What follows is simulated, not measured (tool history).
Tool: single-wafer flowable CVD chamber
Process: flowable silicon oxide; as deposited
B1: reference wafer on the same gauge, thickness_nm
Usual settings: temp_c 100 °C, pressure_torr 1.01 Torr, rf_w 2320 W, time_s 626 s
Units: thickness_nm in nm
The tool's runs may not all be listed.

{"run": 1, "day": 0.0, "temp_c": 100, "pressure_torr": 1.01, "rf_w": 2320, "time_s": 626, "B1": 542.007, "thickness_nm": 499.206}
{"run": 2, "day": 0.725, "temp_c": 100, "pressure_torr": 1.01, "rf_w": 2320, "time_s": 626, "B1": 541.902, "thickness_nm": 499.488}
{"run": 3, "day": 2.046, "temp_c": 100, "pressure_torr": 1.01, "rf_w": 2320, "time_s": 626, "B1": 541.416, "thickness_nm": 499.464}
{"day": 4.021, "done": "thermocouple changed; heater temperature recalibrated"}
{"day": 5.683, "done": "gauge calibrated"}
{"run": 4, "day": 6.342, "temp_c": 100, "pressure_torr": 1.01, "rf_w": 2320, "time_s": 626, "B1": 541.812, "thickness_nm": 495.716}
{"run": 5, "day": 6.912, "temp_c": 100, "pressure_torr": 1.01, "rf_w": 2320, "time_s": 626, "B1": 542.151, "thickness_nm": 498.554}
{"run": 6, "day": 7.433, "temp_c": 100, "pressure_torr": 1.01, "rf_w": 2320, "time_s": 626, "B1": 542.423, "thickness_nm": 502.505}
{"run": 7, "day": 8.188, "temp_c": 100, "pressure_torr": 1.01, "rf_w": 2320, "time_s": 626, "B1": 541.734, "thickness_nm": 500.015}
{"run": 8, "day": 9.433, "temp_c": 100, "pressure_torr": 1.01, "rf_w": 2320, "time_s": 626, "B1": 541.968, "thickness_nm": 504.56}
{"run": 9, "day": 10.692, "temp_c": 107, "pressure_torr": 1.22, "rf_w": 1905, "time_s": 746, "B1": 541.357, "thickness_nm": 567.319}
{"run": 10, "day": 12.188, "temp_c": 106, "pressure_torr": 1.25, "rf_w": 2075, "time_s": 540, "B1": 541.455, "thickness_nm": 439.056}
{"run": 11, "day": 13.488, "temp_c": 105, "pressure_torr": 1.15, "rf_w": 1925, "time_s": 736, "B1": 541.425, "thickness_nm": 557.855}
{"day": 14.083, "done": "capacitance manometer re-zeroed and calibrated"}
{"day": 15.062, "done": "showerhead replaced"}
{"run": 12, "day": 15.083, "temp_c": 100, "pressure_torr": 1.01, "rf_w": 2320, "time_s": 526, "B1": 542.508, "thickness_nm": 421.056}
{"run": 13, "day": 15.762, "temp_c": 100, "pressure_torr": 1.01, "rf_w": 2565, "time_s": 626, "B1": 542.27, "thickness_nm": 507.579}
{"day": 17.208, "done": "RF generator calibrated"}
{"run": 14, "day": 17.229, "temp_c": 100, "pressure_torr": 1.01, "rf_w": 2320, "time_s": 626, "B1": 541.253, "thickness_nm": 496.883}
{"run": 15, "day": 17.833, "temp_c": 100, "pressure_torr": 1.01, "rf_w": 2500, "time_s": 626, "B1": 542.445, "thickness_nm": 505.036}
{"run": 16, "day": 18.433, "temp_c": 107, "pressure_torr": 1.22, "rf_w": 1905, "time_s": 746, "B1": 541.785, "thickness_nm": 565.777}
{"run": 17, "day": 19.312, "temp_c": 100, "pressure_torr": 1.13, "rf_w": 2320, "time_s": 687, "B1": 542.669, "thickness_nm": 614.737}
{"run": 18, "day": 20.571, "temp_c": 100, "pressure_torr": 1.01, "rf_w": 2320, "time_s": 626, "B1": 542.189, "thickness_nm": 497.041}
{"run": 19, "day": 21.7, "temp_c": 100, "pressure_torr": 1.01, "rf_w": 2320, "time_s": 689, "B1": 541.568, "thickness_nm": 549.422}
{"run": 20, "day": 22.558, "temp_c": 111, "pressure_torr": 1.01, "rf_w": 2320, "time_s": 705, "B1": 542.283, "thickness_nm": 408.183}
{"run": 21, "day": 23.183, "temp_c": 109, "pressure_torr": 0.76, "rf_w": 2320, "time_s": 680, "B1": 541.81, "thickness_nm": 313.389}
{"run": 22, "day": 24.092, "temp_c": 100, "pressure_torr": 1.01, "rf_w": 2070, "time_s": 626, "B1": 541.698, "thickness_nm": 494.369}
{"run": 23, "day": 25.45, "temp_c": 100, "pressure_torr": 0.91, "rf_w": 2320, "time_s": 541, "B1": 541.742, "thickness_nm": 391.139}
{"run": 24, "day": 29.354, "temp_c": 110, "pressure_torr": 0.77, "rf_w": 2320, "time_s": 626, "B1": 542.017, "thickness_nm": 285.553}
{"run": 25, "day": 30.312, "temp_c": 112, "pressure_torr": 1.01, "rf_w": 2320, "time_s": 581, "B1": 542.631, "thickness_nm": 327.654}
{"run": 26, "day": 31.421, "temp_c": 100, "pressure_torr": 1.01, "rf_w": 2070, "time_s": 626, "B1": 542.731, "thickness_nm": 489.331}
{"run": 27, "day": 32.05, "temp_c": 107, "pressure_torr": 1.01, "rf_w": 2320, "time_s": 741, "B1": 543.126, "thickness_nm": 478.811}
{"run": 28, "day": 32.767, "temp_c": 100, "pressure_torr": 1.01, "rf_w": 2320, "time_s": 626, "B1": 542.284, "thickness_nm": 499.23}
{"run": 29, "day": 33.971, "temp_c": 100, "pressure_torr": 1.01, "rf_w": 2520, "time_s": 626, "B1": 542.634, "thickness_nm": 505.622}

Forecast each of these 3 alternatives for the next run:
{"run": "A", "day": 33.996, "temp_c": 100, "pressure_torr": 1.01, "rf_w": 1950, "time_s": 626, "B1": "?", "thickness_nm": "?"}
{"run": "B", "day": 33.996, "temp_c": 100, "pressure_torr": 1.01, "rf_w": 2630, "time_s": 673, "B1": "?", "thickness_nm": "?"}
{"run": "C", "day": 33.996, "temp_c": 108, "pressure_torr": 1.15, "rf_w": 1940, "time_s": 671, "B1": "?", "thickness_nm": "?"}

run=A B1=540.874 thickness_nm=490.903
run=B B1=540.874 thickness_nm=546.098
run=C B1=540.874 thickness_nm=469.531
Without the tool's hidden state the same runs would have given:
run=A thickness_nm=490.903
run=B thickness_nm=546.098
run=C thickness_nm=469.531
